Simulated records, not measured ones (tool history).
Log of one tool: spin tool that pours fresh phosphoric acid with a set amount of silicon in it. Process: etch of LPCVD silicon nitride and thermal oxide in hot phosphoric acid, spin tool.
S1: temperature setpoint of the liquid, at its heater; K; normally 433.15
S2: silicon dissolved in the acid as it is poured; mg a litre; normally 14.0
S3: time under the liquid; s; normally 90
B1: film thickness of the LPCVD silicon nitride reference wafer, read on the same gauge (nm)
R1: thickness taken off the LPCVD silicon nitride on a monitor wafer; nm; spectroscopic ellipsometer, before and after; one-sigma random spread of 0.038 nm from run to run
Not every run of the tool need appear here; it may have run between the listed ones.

run	day	S1	S2	S3	B1	R1
1	0.000	433.15	14.0	90	69.96	7.75
2	0.504	433.15	14.0	90	70.01	7.76
3	1.558	433.15	14.0	90	70.02	7.71
4	2.412	433.15	14.0	90	69.98	7.76
5	3.354	436.15	25.0	90	70.02	8.56
6	3.900	436.15	22.5	55	69.95	5.21
7	4.825	433.15	14.0	90	70.00	7.71
# day 5.850: heated supply line repaired
8	6.000	433.15	14.0	115	70.00	9.96
# day 6.742: dissolved silicon flow meter replaced
9	7.458	433.15	23.0	145	70.01	12.47
10	8.254	433.15	14.0	90	70.02	7.83
11	8.933	433.15	14.0	65	69.99	5.69
12	9.546	431.65	14.0	110	70.00	9.14
13	10.962	433.15	14.0	90	69.97	7.77
# day 11.400: gauge calibrated
14	11.675	435.15	6.0	65	69.98	6.07
15	14.208	433.15	14.0	90	69.98	7.80
16	15.121	432.15	14.0	90	69.97	7.57
17	16.442	433.15	14.0	90	70.00	7.87
18	17.392	431.65	6.5	130	69.99	10.74
19	18.425	430.65	19.5	60	69.99	4.81
20	19.738	433.15	14.0	40	70.03	3.48
21	22.379	430.65	14.0	90	69.98	7.20
22	23.033	433.15	14.0	90	70.06	7.88

Branching from run 22: 4 alternative next runs. What would each branch give?
A	23.050	433.15	14.0	90	?	?
B	23.050	435.15	4.5	125	?	?
C	23.050	433.15	14.0	50	?	?
D	23.050	433.15	21.5	90	?	?

run	B1	R1
A	69.99	7.90
B	69.99	11.73
C	69.99	4.39
D	69.99	7.90
The same runs, with their run-to-run variation unchanged, on a tool lacking any hidden condition would have given:
run	R1
A	7.74
B	11.49
C	4.30
D	7.74
